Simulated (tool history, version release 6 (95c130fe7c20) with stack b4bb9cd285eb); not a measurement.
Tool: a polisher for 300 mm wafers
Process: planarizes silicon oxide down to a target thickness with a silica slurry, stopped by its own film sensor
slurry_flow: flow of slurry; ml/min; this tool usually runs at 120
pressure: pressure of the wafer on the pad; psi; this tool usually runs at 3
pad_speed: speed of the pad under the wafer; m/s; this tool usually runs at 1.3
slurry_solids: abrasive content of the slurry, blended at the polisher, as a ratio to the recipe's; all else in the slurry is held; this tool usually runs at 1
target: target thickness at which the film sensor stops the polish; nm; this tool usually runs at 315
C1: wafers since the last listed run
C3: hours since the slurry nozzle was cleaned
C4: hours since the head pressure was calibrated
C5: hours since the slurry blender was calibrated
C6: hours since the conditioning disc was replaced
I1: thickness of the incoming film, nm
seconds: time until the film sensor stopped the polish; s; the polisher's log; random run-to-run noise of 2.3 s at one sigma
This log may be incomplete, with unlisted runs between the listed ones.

{"run": 1, "hour": 0.0, "slurry_flow": 120, "pressure": 3, "pad_speed": 1.3, "slurry_solids": 1, "target": 315, "C1": 0, "wafers polished on this pad": 1879, "C3": 129, "C4": 244.8, "C5": 119.8, "C6": 63.5, "I1": 651.7, "seconds": 133.9}
{"hour": 31.9, "done": "worn pad replaced by a new one"}
{"run": 2, "hour": 61.7, "slurry_flow": 120, "pressure": 3.7, "pad_speed": 1.3, "slurry_solids": 1, "target": 315, "C1": 426, "wafers polished on this pad": 220, "C3": 190.7, "C4": 306.5, "C5": 181.5, "C6": 125.2, "I1": 638.2, "seconds": 113.5}
{"run": 3, "hour": 126.2, "slurry_flow": 120, "pressure": 3.7, "pad_speed": 1.3, "slurry_solids": 1, "target": 315, "C1": 477, "wafers polished on this pad": 698, "C3": 255.2, "C4": 371, "C5": 246, "C6": 189.7, "I1": 644.6, "seconds": 121.4}
{"run": 4, "hour": 192.6, "slurry_flow": 120, "pressure": 3, "pad_speed": 1.3, "slurry_solids": 1, "target": 357, "C1": 491, "wafers polished on this pad": 1189, "C3": 321.6, "C4": 437.4, "C5": 312.4, "C6": 256.1, "I1": 638.7, "seconds": 123.8}
{"hour": 241.5, "done": "slurry blender recalibrated"}
{"hour": 241.8, "done": "conditioning disc replaced and pad reconditioned"}
{"run": 5, "hour": 264.0, "slurry_flow": 100, "pressure": 3, "pad_speed": 1.3, "slurry_solids": 1, "target": 315, "C1": 511, "wafers polished on this pad": 1700, "C3": 393, "C4": 508.8, "C5": 22.5, "C6": 22.2, "I1": 643.4, "seconds": 156.9}
{"run": 6, "hour": 329.1, "slurry_flow": 100, "pressure": 3, "pad_speed": 1.3, "slurry_solids": 1, "target": 315, "C1": 481, "wafers polished on this pad": 2182, "C3": 458.1, "C4": 573.9, "C5": 87.6, "C6": 87.3, "I1": 649.9, "seconds": 160.3}
{"hour": 356.7, "done": "worn pad replaced by a new one, repeated, since the last time left the tool worse"}
{"run": 7, "hour": 358.8, "slurry_flow": 120, "pressure": 3, "pad_speed": 1.3, "slurry_solids": 1, "target": 315, "C1": 190, "wafers polished on this pad": 15, "C3": 487.8, "C4": 603.6, "C5": 117.3, "C6": 117, "I1": 655.4, "seconds": 129.1}
{"run": 8, "hour": 419.2, "slurry_flow": 120, "pressure": 3, "pad_speed": 1.3, "slurry_solids": 1, "target": 315, "C1": 446, "wafers polished on this pad": 462, "C3": 548.2, "C4": 664, "C5": 177.7, "C6": 177.4, "I1": 655.7, "seconds": 129.7}
{"run": 9, "hour": 478.1, "slurry_flow": 120, "pressure": 3, "pad_speed": 1.3, "slurry_solids": 1, "target": 315, "C1": 435, "wafers polished on this pad": 898, "C3": 607.1, "C4": 722.9, "C5": 236.6, "C6": 236.3, "I1": 654.1, "seconds": 133.4}
{"run": 10, "hour": 542.6, "slurry_flow": 120, "pressure": 3.9, "pad_speed": 1.3, "slurry_solids": 1, "target": 315, "C1": 477, "wafers polished on this pad": 1375, "C3": 671.6, "C4": 787.4, "C5": 301.1, "C6": 300.8, "I1": 654.2, "seconds": 104.1}
{"hour": 584.9, "done": "slurry blender recalibrated"}
{"run": 11, "hour": 585.4, "slurry_flow": 120, "pressure": 3, "pad_speed": 1.3, "slurry_solids": 1, "target": 315, "C1": 301, "wafers polished on this pad": 1677, "C3": 714.4, "C4": 830.2, "C5": 0.5, "C6": 343.6, "I1": 650, "seconds": 136.6}
{"hour": 590.6, "done": "conditioning disc replaced and pad reconditioned"}
{"run": 12, "hour": 623.5, "slurry_flow": 150, "pressure": 3, "pad_speed": 1, "slurry_solids": 0.75, "target": 348, "C1": 267, "wafers polished on this pad": 1944, "C3": 752.5, "C4": 868.3, "C5": 38.6, "C6": 32.9, "I1": 651, "seconds": 153.9}
{"hour": 647.2, "done": "slurry nozzle cleaned"}
{"hour": 675.4, "done": "worn pad replaced by a new one"}
{"run": 13, "hour": 692.4, "slurry_flow": 120, "pressure": 3, "pad_speed": 1.3, "slurry_solids": 1, "target": 315, "C1": 472, "wafers polished on this pad": 125, "C3": 45.2, "C4": 937.2, "C5": 107.5, "C6": 101.8, "I1": 643, "seconds": 124.2}
{"hour": 721.2, "done": "head pressure recalibrated"}
{"run": 14, "hour": 721.7, "slurry_flow": 100, "pressure": 3.7, "pad_speed": 1.3, "slurry_solids": 1, "target": 315, "C1": 202, "wafers polished on this pad": 327, "C3": 74.5, "C4": 0.5, "C5": 136.8, "C6": 131.1, "I1": 658.3, "seconds": 108.5}
{"run": 15, "hour": 901.4, "slurry_flow": 120, "pressure": 3.5, "pad_speed": 1.74, "slurry_solids": 1, "target": 315, "C1": 1329, "wafers polished on this pad": 1657, "C3": 254.2, "C4": 180.2, "C5": 316.5, "C6": 310.8, "I1": 645.6, "seconds": 89.4}
{"hour": 903.8, "done": "conditioning disc replaced and pad reconditioned"}
{"hour": 924.5, "done": "slurry blender recalibrated"}
{"run": 16, "hour": 941.0, "slurry_flow": 120, "pressure": 3, "pad_speed": 1.3, "slurry_solids": 1, "target": 315, "C1": 263, "wafers polished on this pad": 1921, "C3": 293.8, "C4": 219.8, "C5": 16.5, "C6": 37.2, "I1": 662.7, "seconds": 138.3}
{"run": 17, "hour": 970.2, "slurry_flow": 120, "pressure": 3, "pad_speed": 1.3, "slurry_solids": 1, "target": 315, "C1": 216, "wafers polished on this pad": 2137, "C3": 323, "C4": 249, "C5": 45.7, "C6": 66.4, "I1": 646.4, "seconds": 133.4}
{"hour": 999.3, "done": "worn pad replaced by a new one"}
{"run": 18, "hour": 999.8, "slurry_flow": 120, "pressure": 3, "pad_speed": 1.3, "slurry_solids": 1, "target": 315, "C1": 189, "wafers polished on this pad": 3, "C3": 352.6, "C4": 278.6, "C5": 75.3, "C6": 96, "I1": 647.4, "seconds": 125.6}
{"run": 19, "hour": 1039.9, "slurry_flow": 120, "pressure": 4, "pad_speed": 1.14, "slurry_solids": 0.85, "target": 380, "C1": 296, "wafers polished on this pad": 300, "C3": 392.7, "C4": 318.7, "C5": 115.4, "C6": 136.1, "I1": 646.2, "seconds": 92.4}
{"run": 20, "hour": 1098.4, "slurry_flow": 120, "pressure": 3, "pad_speed": 1.3, "slurry_solids": 0.85, "target": 315, "C1": 432, "wafers polished on this pad": 733, "C3": 451.2, "C4": 377.2, "C5": 173.9, "C6": 194.6, "I1": 654.3, "seconds": 141.7}
{"run": 21, "hour": 1154.8, "slurry_flow": 120, "pressure": 3, "pad_speed": 1.3, "slurry_solids": 1, "target": 424, "C1": 417, "wafers polished on this pad": 1150, "C3": 507.6, "C4": 433.6, "C5": 230.3, "C6": 251, "I1": 655.8, "seconds": 90.4}
{"run": 22, "hour": 1207.8, "slurry_flow": 120, "pressure": 2.6, "pad_speed": 1.3, "slurry_solids": 0.7, "target": 315, "C1": 392, "wafers polished on this pad": 1542, "C3": 560.6, "C4": 486.6, "C5": 283.3, "C6": 304, "I1": 646.4, "seconds": 165.6}
{"hour": 1253.6, "done": "conditioning disc replaced and pad reconditioned"}
{"run": 23, "hour": 1264.5, "slurry_flow": 145, "pressure": 3.6, "pad_speed": 1.3, "slurry_solids": 1, "target": 315, "C1": 404, "wafers polished on this pad": 1947, "C3": 617.3, "C4": 543.3, "C5": 340, "C6": 10.9, "I1": 655.2, "seconds": 111.4}
{"hour": 1289.6, "done": "slurry blender recalibrated"}
{"hour": 1320.7, "done": "worn pad replaced by a new one"}
{"run": 24, "hour": 1325.5, "slurry_flow": 120, "pressure": 3, "pad_speed": 1.54, "slurry_solids": 1, "target": 315, "C1": 407, "wafers polished on this pad": 35, "C3": 678.3, "C4": 604.3, "C5": 35.9, "C6": 71.9, "I1": 642.8, "seconds": 112.5}

Consider 5 possible next runs. They are alternatives, not a sequence: every one starts from the tool as it was left by run 24. What does each give?
{"run": "A", "hour": 1326.0, "slurry_flow": 120, "pressure": 3, "pad_speed": 1.3, "slurry_solids": 1, "target": 384, "C1": 3, "wafers polished on this pad": 39, "C3": 678.8, "C4": 604.8, "C5": 36.4, "C6": 72.4, "I1": 652.8, "seconds": "?"}
{"run": "B", "hour": 1326.0, "slurry_flow": 105, "pressure": 2.1, "pad_speed": 1.3, "slurry_solids": 1, "target": 375, "C1": 3, "wafers polished on this pad": 39, "C3": 678.8, "C4": 604.8, "C5": 36.4, "C6": 72.4, "I1": 652.8, "seconds": "?"}
{"run": "C", "hour": 1326.0, "slurry_flow": 120, "pressure": 3.5, "pad_speed": 1.16, "slurry_solids": 1, "target": 204, "C1": 3, "wafers polished on this pad": 39, "C3": 678.8, "C4": 604.8, "C5": 36.4, "C6": 72.4, "I1": 652.8, "seconds": "?"}
{"run": "D", "hour": 1326.0, "slurry_flow": 120, "pressure": 3, "pad_speed": 0.86, "slurry_solids": 0.9, "target": 243, "C1": 3, "wafers polished on this pad": 39, "C3": 678.8, "C4": 604.8, "C5": 36.4, "C6": 72.4, "I1": 652.8, "seconds": "?"}
{"run": "E", "hour": 1326.0, "slurry_flow": 145, "pressure": 3.9, "pad_speed": 1.76, "slurry_solids": 0.7, "target": 315, "C1": 3, "wafers polished on this pad": 39, "C3": 678.8, "C4": 604.8, "C5": 36.4, "C6": 72.4, "I1": 652.8, "seconds": "?"}

run=A seconds=102.8
run=B seconds=149.7
run=C seconds=163.8
run=D seconds=226.8
run=E seconds=88.1
Take away the tool's hidden state, keep each run's random variation, and the runs would have read:
run=A seconds=102.8
run=B seconds=149.6
run=C seconds=163.8
run=D seconds=226.7
run=E seconds=88
